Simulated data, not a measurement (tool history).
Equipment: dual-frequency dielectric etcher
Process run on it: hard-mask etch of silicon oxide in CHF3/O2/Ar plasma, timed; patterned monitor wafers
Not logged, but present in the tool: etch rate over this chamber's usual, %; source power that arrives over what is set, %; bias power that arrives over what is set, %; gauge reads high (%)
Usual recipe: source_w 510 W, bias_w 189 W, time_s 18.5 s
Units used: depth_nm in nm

| run | hour | source_w | bias_w | time_s | wafers since the last listed run | hours since the last wet clean | hours since the last source power generator calibration | hours since the last bias power generator calibration | hours since the last upper electrode change | hours since the gauge calibration | read-back reference wafer on the same gauge, depth_nm | depth_nm |
|---|---|---|---|---|---|---|---|---|---|---|---|---|
| 1 | 0.0 | 410 | 178 | 18.5 | 0 | 57.5 | 74.6 | 3845.6 | 101.7 | 919.9 | 33.11 | 33.91 |
| 2 | 34.1 | 410 | 178 | 18.5 | 571 | 91.6 | 108.7 | 3879.7 | 135.8 | 954.0 | 33.12 | 33.51 |
| 3 | 61.9 | 510 | 189 | 18.5 | 465 | 119.4 | 136.5 | 3907.5 | 163.6 | 981.8 | 33.05 | 37.23 |
| 4 | 90.7 | 510 | 189 | 18.5 | 482 | 148.2 | 165.3 | 3936.3 | 192.4 | 1010.6 | 33.10 | 36.92 |
| 5 | 106.2 | 450 | 218 | 20.5 | 259 | 163.7 | 180.8 | 3951.8 | 207.9 | 1026.1 | 33.12 | 44.47 |
| 6 | 136.8 | 510 | 222 | 18.5 | 512 | 194.3 | 211.4 | 3982.4 | 238.5 | 1056.7 | 33.08 | 41.56 |
|  | 174.6 | bias power generator calibrated |
| 7 | 175.1 | 510 | 189 | 18.5 | 574 | 232.6 | 249.7 | 0.5 | 276.8 | 1095.0 | 33.13 | 36.59 |
| 8 | 193.4 | 510 | 189 | 14.0 | 306 | 250.9 | 268.0 | 18.8 | 295.1 | 1113.3 | 33.12 | 27.57 |
| 9 | 227.1 | 510 | 189 | 18.5 | 564 | 284.6 | 301.7 | 52.5 | 328.8 | 1147.0 | 33.08 | 36.43 |
|  | 252.7 | gauge calibrated |
| 10 | 254.0 | 390 | 217 | 18.5 | 450 | 311.5 | 328.6 | 79.4 | 355.7 | 1.3 | 33.09 | 37.84 |
| 11 | 279.5 | 570 | 152 | 18.5 | 427 | 337.0 | 354.1 | 104.9 | 381.2 | 26.8 | 33.09 | 30.31 |
| 12 | 314.7 | 570 | 189 | 14.0 | 589 | 372.2 | 389.3 | 140.1 | 416.4 | 62.0 | 33.14 | 28.02 |
| 13 | 339.7 | 510 | 189 | 18.5 | 418 | 397.2 | 414.3 | 165.1 | 441.4 | 87.0 | 33.11 | 35.70 |
|  | 371.3 | wet clean of the chamber |
| 14 | 371.8 | 510 | 228 | 18.5 | 135 | 0.5 | 446.4 | 197.2 | 473.5 | 119.1 | 33.12 | 43.85 |
| 15 | 372.1 | 510 | 171 | 18.5 | 5 | 0.8 | 446.7 | 197.5 | 473.8 | 119.4 | 33.07 | 35.01 |
| 16 | 389.5 | 600 | 189 | 16.0 | 291 | 18.2 | 464.1 | 214.9 | 491.2 | 136.8 | 33.10 | 33.85 |
| 17 | 415.7 | 460 | 148 | 16.5 | 439 | 44.4 | 490.3 | 241.1 | 517.4 | 163.0 | 33.06 | 26.16 |
| 18 | 430.2 | 390 | 209 | 18.5 | 243 | 58.9 | 504.8 | 255.6 | 531.9 | 177.5 | 33.13 | 38.09 |
| 19 | 456.1 | 510 | 189 | 20.0 | 434 | 84.8 | 530.7 | 281.5 | 557.8 | 203.4 | 33.10 | 40.55 |
| 20 | 479.9 | 630 | 189 | 18.5 | 398 | 108.6 | 554.5 | 305.3 | 581.6 | 227.2 | 33.07 | 39.02 |
| 21 | 500.8 | 510 | 189 | 18.5 | 350 | 129.5 | 575.4 | 326.2 | 602.5 | 248.1 | 33.09 | 37.36 |
| 22 | 539.6 | 620 | 204 | 18.5 | 650 | 168.3 | 614.2 | 365.0 | 641.3 | 286.9 | 33.09 | 41.14 |
| 23 | 575.1 | 510 | 189 | 18.5 | 594 | 203.8 | 649.7 | 400.5 | 676.8 | 322.4 | 33.10 | 36.94 |
| 24 | 647.7 | 420 | 165 | 18.5 | 1216 | 276.4 | 722.3 | 473.1 | 749.4 | 395.0 | 33.12 | 31.04 |
| 25 | 670.7 | 510 | 189 | 18.5 | 385 | 299.4 | 745.3 | 496.1 | 772.4 | 418.0 | 33.12 | 36.40 |
| 26 | 692.2 | 510 | 189 | 24.0 | 360 | 320.9 | 766.8 | 517.6 | 793.9 | 439.5 | 33.09 | 47.24 |
|  | 722.5 | wet clean of the chamber |
| 27 | 723.0 | 510 | 189 | 18.5 | 113 | 0.5 | 797.6 | 548.4 | 824.7 | 470.3 | 33.09 | 37.64 |
| 28 | 755.2 | 510 | 153 | 20.5 | 539 | 32.7 | 829.8 | 580.6 | 856.9 | 502.5 | 33.10 | 34.65 |
| 29 | 782.7 | 510 | 189 | 18.5 | 460 | 60.2 | 857.3 | 608.1 | 884.4 | 530.0 | 33.09 | 37.43 |

What if the next run were any one of these 5? Each begins from the tool's condition after run 29:
| A | 783.1 | 510 | 189 | 18.5 | 6 | 60.6 | 857.7 | 608.5 | 884.8 | 530.4 | ? | ? |
| B | 783.1 | 510 | 219 | 21.0 | 6 | 60.6 | 857.7 | 608.5 | 884.8 | 530.4 | ? | ? |
| C | 783.1 | 550 | 213 | 18.5 | 6 | 60.6 | 857.7 | 608.5 | 884.8 | 530.4 | ? | ? |
| D | 783.1 | 510 | 236 | 22.5 | 6 | 60.6 | 857.7 | 608.5 | 884.8 | 530.4 | ? | ? |
| E | 783.1 | 550 | 150 | 20.0 | 6 | 60.6 | 857.7 | 608.5 | 884.8 | 530.4 | ? | ? |

| run | read-back reference wafer on the same gauge, depth_nm | depth_nm |
|---|---|---|
| A | 33.10 | 37.86 |
| B | 33.10 | 48.07 |
| C | 33.10 | 42.23 |
| D | 33.10 | 54.28 |
| E | 33.10 | 33.72 |
Take away the tool's hidden state, keep each run's random variation, and the runs would have read:
| run | depth_nm |
|---|---|
| A | 38.00 |
| B | 48.24 |
| C | 42.39 |
| D | 54.47 |
| E | 33.84 |
